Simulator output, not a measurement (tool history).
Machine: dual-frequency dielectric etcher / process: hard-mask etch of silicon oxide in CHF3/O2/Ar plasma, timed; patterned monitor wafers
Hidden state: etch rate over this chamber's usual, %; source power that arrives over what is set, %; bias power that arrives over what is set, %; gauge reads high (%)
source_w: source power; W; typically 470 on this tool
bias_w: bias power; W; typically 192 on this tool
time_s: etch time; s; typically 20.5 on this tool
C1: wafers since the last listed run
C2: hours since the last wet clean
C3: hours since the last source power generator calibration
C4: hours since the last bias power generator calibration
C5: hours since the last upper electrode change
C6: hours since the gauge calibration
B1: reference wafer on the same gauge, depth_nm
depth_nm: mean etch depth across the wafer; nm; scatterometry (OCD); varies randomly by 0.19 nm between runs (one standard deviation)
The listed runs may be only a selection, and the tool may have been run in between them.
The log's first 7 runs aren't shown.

At hour 699.6: bias power generator calibrated.
At hour 699.6: gauge calibrated.
At hour 727.4: wet clean of the chamber.
Run 8, hour 727.9: usual settings but source_w 420 W; C1 1586; C2 0.5; C3 4240.5; C4 28.3; C5 3918.3; C6 28.3; B1 40.3. Result: depth_nm 36.86 nm.
Run 9, hour 766.8: usual settings but source_w 420 W; C1 657; C2 39.4; C3 4279.4; C4 67.2; C5 3957.2; C6 67.2; B1 40.33. Result: depth_nm 36.8 nm.
Run 10, hour 866.1: usual settings; C1 1677; C2 138.7; C3 4378.7; C4 166.5; C5 4056.5; C6 166.5; B1 40.3. Result: depth_nm 38.66 nm.
Run 11, hour 926.2: usual settings; C1 1015; C2 198.8; C3 4438.8; C4 226.6; C5 4116.6; C6 226.6; B1 40.27. Result: depth_nm 38.71 nm.
Run 12, hour 966.3: usual settings; C1 677; C2 238.9; C3 4478.9; C4 266.7; C5 4156.7; C6 266.7; B1 40.38. Result: depth_nm 38.85 nm.
At hour 1011.3: upper electrode replaced.
Run 13, hour 1022.1: usual settings but source_w 520 W, bias_w 171 W; C1 537; C2 294.7; C3 4534.7; C4 322.5; C5 10.8; C6 322.5; B1 40.33. Result: depth_nm 38.93 nm.
Run 14, hour 1091.4: usual settings but source_w 520 W, bias_w 171 W; C1 1170; C2 364; C3 4604; C4 391.8; C5 80.1; C6 391.8; B1 40.29. Result: depth_nm 38.54 nm.
Run 15, hour 1177.3: usual settings but source_w 550 W, time_s 17.5 s; C1 1451; C2 449.9; C3 4689.9; C4 477.7; C5 166; C6 477.7; B1 40.33. Result: depth_nm 34.89 nm.
At hour 1211.9: wet clean of the chamber.
Run 16, hour 1280.3: usual settings but source_w 370 W, bias_w 146 W, time_s 18.5 s; C1 1334; C2 68.4; C3 4792.9; C4 580.7; C5 269; C6 580.7; B1 40.32. Result: depth_nm 29.77 nm.
At hour 1355.4: source power generator calibrated.
Run 17, hour 1365: usual settings but time_s 22.5 s; C1 1363; C2 153.1; C3 9.6; C4 665.4; C5 353.7; C6 665.4; B1 40.21. Result: depth_nm 42.54 nm.
Run 18, hour 1420: usual settings but source_w 430 W, bias_w 164 W, time_s 19 s; C1 929; C2 208.1; C3 64.6; C4 720.4; C5 408.7; C6 720.4; B1 40.19. Result: depth_nm 33.62 nm.
Run 19, hour 1474.5: usual settings but source_w 430 W, time_s 25 s; C1 920; C2 262.6; C3 119.1; C4 774.9; C5 463.2; C6 774.9; B1 40.32. Result: depth_nm 46.68 nm.
Run 20, hour 1581.3: usual settings but time_s 14.5 s; C1 1804; C2 369.4; C3 225.9; C4 881.7; C5 570; C6 881.7; B1 40.36. Result: depth_nm 28.07 nm.
Run 21, hour 1676.3: usual settings but bias_w 218 W, time_s 16.5 s; C1 1604; C2 464.4; C3 320.9; C4 976.7; C5 665; C6 976.7; B1 40.31. Result: depth_nm 33.07 nm.
At hour 1749.2: wet clean of the chamber.
Run 22, hour 1788.4: usual settings but bias_w 173 W, time_s 15.5 s; C1 1488; C2 39.2; C3 433; C4 1088.8; C5 777.1; C6 1088.8; B1 40.35. Result: depth_nm 27.93 nm.
Run 23, hour 1843.4: usual settings; C1 929; C2 94.2; C3 488; C4 1143.8; C5 832.1; C6 1143.8; B1 40.26. Result: depth_nm 38.36 nm.
Run 24, hour 1916.5: usual settings; C1 1234; C2 167.3; C3 561.1; C4 1216.9; C5 905.2; C6 1216.9; B1 40.26. Result: depth_nm 38.15 nm.
Run 25, hour 1987.7: usual settings but source_w 380 W, bias_w 178 W, time_s 24.5 s; C1 1202; C2 238.5; C3 632.3; C4 1288.1; C5 976.4; C6 1288.1; B1 40.27. Result: depth_nm 42.55 nm.
At hour 2026.4: gauge calibrated.
Run 26, hour 2094.7: usual settings but time_s 16.5 s; C1 1807; C2 345.5; C3 739.3; C4 1395.1; C5 1083.4; C6 68.3; B1 40.31. Result: depth_nm 31.6 nm.
Run 27, hour 2173.8: usual settings but time_s 17.5 s; C1 1336; C2 424.6; C3 818.4; C4 1474.2; C5 1162.5; C6 147.4; B1 40.27. Result: depth_nm 33.62 nm.
At hour 2207.3: wet clean of the chamber.
Run 28, hour 2247.8: usual settings but bias_w 233 W; C1 844; C2 40.5; C3 892.4; C4 1548.2; C5 1236.5; C6 221.4; B1 40.27. Result: depth_nm 40.69 nm.
Run 29, hour 2353.5: usual settings but source_w 550 W; C1 1785; C2 146.2; C3 998.1; C4 1653.9; C5 1342.2; C6 327.1; B1 40.29. Result: depth_nm 40.5 nm.
Run 30, hour 2422.8: usual settings but source_w 570 W, bias_w 208 W, time_s 25.5 s; C1 1170; C2 215.5; C3 1067.4; C4 1723.2; C5 1411.5; C6 396.4; B1 40.24. Result: depth_nm 52.6 nm.

Forecast each of these 3 alternatives for the next run:
Run A, hour 2423.2: usual settings but source_w 360 W; C1 6; C2 215.9; C3 1067.8; C4 1723.6; C5 1411.9; C6 396.8; B1 ?. Result: depth_nm ?.
Run B, hour 2423.2: usual settings but source_w 520 W; C1 6; C2 215.9; C3 1067.8; C4 1723.6; C5 1411.9; C6 396.8; B1 ?. Result: depth_nm ?.
Run C, hour 2423.2: usual settings but source_w 380 W, bias_w 147 W; C1 6; C2 215.9; C3 1067.8; C4 1723.6; C5 1411.9; C6 396.8; B1 ?. Result: depth_nm ?.

run     B1  depth_nm
  A  40.25     36.29
  B  40.25     40.24
  C  40.25     33.94
With no hidden state in the tool, these same runs would have given:
run  depth_nm
  A     35.64
  B     39.51
  C     33.33

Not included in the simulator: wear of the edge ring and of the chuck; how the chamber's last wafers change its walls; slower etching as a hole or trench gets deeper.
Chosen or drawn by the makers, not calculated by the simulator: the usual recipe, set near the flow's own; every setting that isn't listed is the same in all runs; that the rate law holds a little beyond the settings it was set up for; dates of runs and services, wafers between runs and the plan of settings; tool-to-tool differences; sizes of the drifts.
